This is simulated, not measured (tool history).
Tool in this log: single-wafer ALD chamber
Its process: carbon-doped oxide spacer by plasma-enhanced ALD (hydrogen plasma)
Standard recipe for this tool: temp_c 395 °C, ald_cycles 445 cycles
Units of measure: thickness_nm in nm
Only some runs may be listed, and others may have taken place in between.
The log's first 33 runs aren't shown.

| run | hour | temp_c | ald_cycles | read-back reference wafer on the same gauge, thickness_nm | thickness_nm |
|---|---|---|---|---|---|
| 34 | 3114.8 | 391 | 394 | 22.449 | 17.858 |
| 35 | 3198.0 | 395 | 445 | 22.438 | 20.107 |
| 36 | 3267.9 | 405 | 445 | 22.454 | 19.957 |
| 37 | 3307.4 | 386 | 445 | 22.435 | 20.112 |
| 38 | 3350.8 | 395 | 445 | 22.430 | 20.223 |
| 39 | 3397.5 | 400 | 527 | 22.459 | 23.827 |
| 40 | 3493.0 | 395 | 482 | 22.429 | 21.812 |
|  | 3647.6 | thermocouple changed; heater temperature recalibrated |
| 41 | 3658.2 | 395 | 445 | 22.425 | 20.166 |
| 42 | 3764.5 | 395 | 445 | 22.395 | 20.194 |
| 43 | 3830.1 | 395 | 445 | 22.425 | 20.120 |
| 44 | 3873.3 | 403 | 481 | 22.416 | 21.644 |
| 45 | 3945.3 | 409 | 380 | 22.403 | 16.857 |

5 ways to go on from here, each from the tool as it stands after run 45. What would each give?
| A | 3946.4 | 395 | 445 | ? | ? |
| B | 3946.4 | 383 | 484 | ? | ? |
| C | 3946.4 | 380 | 491 | ? | ? |
| D | 3946.4 | 395 | 494 | ? | ? |
| E | 3946.4 | 386 | 527 | ? | ? |

| run | read-back reference wafer on the same gauge, thickness_nm | thickness_nm |
|---|---|---|
| A | 22.399 | 20.126 |
| B | 22.399 | 21.889 |
| C | 22.399 | 22.206 |
| D | 22.399 | 22.342 |
| E | 22.399 | 23.834 |
With the hidden condition removed and each run's random variation left untouched, the same runs would have given:
| run | thickness_nm |
|---|---|
| A | 20.206 |
| B | 21.977 |
| C | 22.295 |
| D | 22.431 |
| E | 23.929 |
